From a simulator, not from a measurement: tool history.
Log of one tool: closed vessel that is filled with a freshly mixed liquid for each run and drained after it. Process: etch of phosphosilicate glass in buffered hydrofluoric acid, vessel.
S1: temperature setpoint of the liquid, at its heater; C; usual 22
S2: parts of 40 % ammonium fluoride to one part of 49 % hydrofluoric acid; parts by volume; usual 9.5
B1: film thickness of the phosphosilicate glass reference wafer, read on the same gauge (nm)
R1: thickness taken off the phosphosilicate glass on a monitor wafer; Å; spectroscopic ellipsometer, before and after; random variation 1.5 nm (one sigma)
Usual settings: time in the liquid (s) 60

run 1 hour=0 | S1=19 S2=9.5 time_in_the_liquid_(s)=60 | B1=69.99 | R1=2718.6
run 2 hour=29.9 | S1=19 S2=9.5 time_in_the_liquid_(s)=60 | B1=69.98 | R1=2741.5
run 3 hour=45.4 | S1=22 S2=9.5 time_in_the_liquid_(s)=60 | B1=70.01 | R1=3222
run 4 hour=67.3 | S1=22 S2=9.5 time_in_the_liquid_(s)=60 | B1=70.01 | R1=3218.9
run 5 hour=81.1 | S1=22 S2=9.5 time_in_the_liquid_(s)=60 | B1=69.99 | R1=3212.8
run 6 hour=102.4 | S1=22 S2=9.5 time_in_the_liquid_(s)=60 | B1=70.01 | R1=3247.6
run 7 hour=121.7 | S1=22 S2=9.5 time_in_the_liquid_(s)=60 | B1=70 | R1=3217.4
run 8 hour=135.7 | S1=22 S2=9.5 time_in_the_liquid_(s)=60 | B1=69.97 | R1=3226.3
run 9 hour=188.7 | S1=25.5 S2=9.5 time_in_the_liquid_(s)=35 | B1=70.01 | R1=2290.5
-- hour=199.6 hydrofluoric acid flow meter replaced
run 10 hour=205.8 | S1=24 S2=6.5 time_in_the_liquid_(s)=40 | B1=70 | R1=3133.6
run 11 hour=241.6 | S1=22 S2=9.5 time_in_the_liquid_(s)=40 | B1=69.97 | R1=1934.1
run 12 hour=253.9 | S1=20.5 S2=9.5 time_in_the_liquid_(s)=60 | B1=70.02 | R1=2687.4
run 13 hour=285.5 | S1=17 S2=6 time_in_the_liquid_(s)=60 | B1=70 | R1=3395.5
-- hour=310.4 gauge calibrated
-- hour=310.5 thermometer replaced
run 14 hour=311.2 | S1=22 S2=9.5 time_in_the_liquid_(s)=60 | B1=69.98 | R1=3277.6
run 15 hour=340.5 | S1=22 S2=9.5 time_in_the_liquid_(s)=60 | B1=70 | R1=3261.7
run 16 hour=375.1 | S1=25.5 S2=6 time_in_the_liquid_(s)=40 | B1=70.01 | R1=4079.3
run 17 hour=410.7 | S1=22 S2=9.5 time_in_the_liquid_(s)=60 | B1=70.01 | R1=3253.7
run 18 hour=426.3 | S1=20.5 S2=8 time_in_the_liquid_(s)=60 | B1=69.98 | R1=3595.9

5 ways to go on from here, each from the tool as it stands after run 18. What would each give?
run A hour=427 | S1=22 S2=9.5 time_in_the_liquid_(s)=60 | B1=? | R1=?
run B hour=427 | S1=22 S2=7 time_in_the_liquid_(s)=60 | B1=? | R1=?
run C hour=427 | S1=24.5 S2=9.5 time_in_the_liquid_(s)=75 | B1=? | R1=?
run D hour=427 | S1=22 S2=12.5 time_in_the_liquid_(s)=60 | B1=? | R1=?
run E hour=427 | S1=22 S2=13 time_in_the_liquid_(s)=60 | B1=? | R1=?

run=A B1=69.99 R1=3258.9
run=B B1=69.99 R1=4457.4
run=C B1=69.99 R1=4673.2
run=D B1=69.99 R1=2564
run=E B1=69.99 R1=2467.5
Without the tool's hidden state the same runs would have given:
run=A R1=3274.4
run=B R1=4446.9
run=C R1=4693.7
run=D R1=2549.9
run=E R1=2453.8
